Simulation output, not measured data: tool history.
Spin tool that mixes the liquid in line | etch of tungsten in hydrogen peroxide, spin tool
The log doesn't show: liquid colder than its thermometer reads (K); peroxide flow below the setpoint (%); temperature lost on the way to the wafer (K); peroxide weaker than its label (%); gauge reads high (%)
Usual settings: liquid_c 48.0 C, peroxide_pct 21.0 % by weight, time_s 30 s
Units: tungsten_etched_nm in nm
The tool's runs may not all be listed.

| run | hour | liquid_c | peroxide_pct | time_s | wafers since the last listed run | hours since the thermometer was replaced | hours since the peroxide flow meter was replaced | hours since the heated supply line was repaired | hours since the drum of peroxide was connected | hours since the gauge calibration | read-back film thickness of the tungsten reference wafer, read on the same gauge (nm) | tungsten_etched_nm |
|---|---|---|---|---|---|---|---|---|---|---|---|---|
| 1 | 0.0 | 48.0 | 16.5 | 30 | 0 | 1190.7 | 161.1 | 1180.1 | 85.4 | 44.5 | 129.99 | 18.72 |
| 2 | 39.2 | 48.0 | 16.5 | 30 | 575 | 1229.9 | 200.3 | 1219.3 | 124.6 | 83.7 | 129.99 | 18.79 |
| 3 | 102.9 | 48.0 | 16.5 | 30 | 935 | 1293.6 | 264.0 | 1283.0 | 188.3 | 147.4 | 130.05 | 18.82 |
| 4 | 141.8 | 48.0 | 21.0 | 30 | 571 | 1332.5 | 302.9 | 1321.9 | 227.2 | 186.3 | 129.99 | 21.17 |
| 5 | 207.1 | 48.0 | 21.0 | 30 | 959 | 1397.8 | 368.2 | 1387.2 | 292.5 | 251.6 | 130.02 | 21.19 |
| 6 | 251.4 | 48.0 | 21.0 | 30 | 650 | 1442.1 | 412.5 | 1431.5 | 336.8 | 295.9 | 130.03 | 21.09 |
| 7 | 291.9 | 48.0 | 24.0 | 30 | 594 | 1482.6 | 453.0 | 1472.0 | 377.3 | 336.4 | 130.01 | 22.61 |
| 8 | 346.3 | 48.0 | 21.0 | 30 | 799 | 1537.0 | 507.4 | 1526.4 | 431.7 | 390.8 | 130.02 | 21.07 |
| 9 | 414.6 | 48.0 | 21.0 | 30 | 1003 | 1605.3 | 575.7 | 1594.7 | 500.0 | 459.1 | 130.03 | 20.89 |
|  | 473.4 | thermometer replaced |
| 10 | 478.4 | 52.5 | 21.0 | 30 | 922 | 5.0 | 639.5 | 1658.5 | 563.8 | 522.9 | 129.93 | 28.69 |
| 11 | 515.8 | 48.0 | 21.0 | 20 | 549 | 42.4 | 676.9 | 1695.9 | 601.2 | 560.3 | 130.04 | 14.57 |
|  | 568.0 | heated supply line repaired |
| 12 | 583.7 | 48.0 | 24.5 | 30 | 982 | 110.3 | 744.8 | 15.7 | 669.1 | 628.2 | 129.99 | 23.53 |
| 13 | 619.5 | 50.5 | 27.0 | 15 | 525 | 146.1 | 780.6 | 51.5 | 704.9 | 664.0 | 130.01 | 14.37 |
|  | 629.1 | peroxide flow meter replaced |
| 14 | 678.7 | 51.5 | 25.0 | 45 | 854 | 205.3 | 49.6 | 110.7 | 764.1 | 723.2 | 129.99 | 43.97 |
| 15 | 703.7 | 51.5 | 14.5 | 50 | 367 | 230.3 | 74.6 | 135.7 | 789.1 | 748.2 | 130.01 | 37.42 |
|  | 730.0 | gauge calibrated |
| 16 | 768.2 | 44.0 | 26.5 | 45 | 947 | 294.8 | 139.1 | 200.2 | 853.6 | 38.2 | 130.02 | 28.50 |
| 17 | 800.7 | 48.0 | 26.0 | 30 | 477 | 327.3 | 171.6 | 232.7 | 886.1 | 70.7 | 130.00 | 24.29 |
| 18 | 827.3 | 48.0 | 21.0 | 30 | 390 | 353.9 | 198.2 | 259.3 | 912.7 | 97.3 | 129.98 | 21.69 |
|  | 850.9 | new drum of peroxide connected |
| 19 | 897.0 | 48.0 | 21.0 | 30 | 1009 | 423.6 | 267.9 | 329.0 | 46.1 | 167.0 | 130.01 | 21.80 |
| 20 | 954.0 | 51.0 | 25.0 | 20 | 837 | 480.6 | 324.9 | 386.0 | 103.1 | 224.0 | 129.99 | 18.95 |
| 21 | 1007.6 | 52.5 | 26.0 | 30 | 787 | 534.2 | 378.5 | 439.6 | 156.7 | 277.6 | 130.01 | 31.55 |
| 22 | 1054.4 | 48.0 | 21.0 | 30 | 687 | 581.0 | 425.3 | 486.4 | 203.5 | 324.4 | 130.01 | 21.60 |
| 23 | 1105.8 | 48.0 | 21.0 | 30 | 754 | 632.4 | 476.7 | 537.8 | 254.9 | 375.8 | 130.03 | 21.71 |
| 24 | 1171.9 | 39.0 | 25.5 | 30 | 970 | 698.5 | 542.8 | 603.9 | 321.0 | 441.9 | 130.00 | 13.36 |
| 25 | 1215.4 | 44.0 | 21.0 | 40 | 638 | 742.0 | 586.3 | 647.4 | 364.5 | 485.4 | 129.93 | 22.26 |

5 ways to go on from here, each from the tool as it stands after run 25. What would each give?
| A | 1215.8 | 48.0 | 21.0 | 30 | 5 | 742.4 | 586.7 | 647.8 | 364.9 | 485.8 | ? | ? |
| B | 1215.8 | 48.0 | 18.0 | 30 | 5 | 742.4 | 586.7 | 647.8 | 364.9 | 485.8 | ? | ? |
| C | 1215.8 | 48.0 | 26.5 | 45 | 5 | 742.4 | 586.7 | 647.8 | 364.9 | 485.8 | ? | ? |
| D | 1215.8 | 43.0 | 24.0 | 30 | 5 | 742.4 | 586.7 | 647.8 | 364.9 | 485.8 | ? | ? |
| E | 1215.8 | 43.5 | 25.0 | 50 | 5 | 742.4 | 586.7 | 647.8 | 364.9 | 485.8 | ? | ? |

| run | read-back film thickness of the tungsten reference wafer, read on the same gauge (nm) | tungsten_etched_nm |
|---|---|---|
| A | 130.00 | 21.68 |
| B | 130.00 | 20.07 |
| C | 130.00 | 36.53 |
| D | 130.00 | 16.91 |
| E | 130.00 | 29.70 |
Without the tool's hidden state the same runs would have given:
| run | tungsten_etched_nm |
|---|---|
| A | 22.13 |
| B | 20.48 |
| C | 37.28 |
| D | 17.27 |
| E | 30.34 |

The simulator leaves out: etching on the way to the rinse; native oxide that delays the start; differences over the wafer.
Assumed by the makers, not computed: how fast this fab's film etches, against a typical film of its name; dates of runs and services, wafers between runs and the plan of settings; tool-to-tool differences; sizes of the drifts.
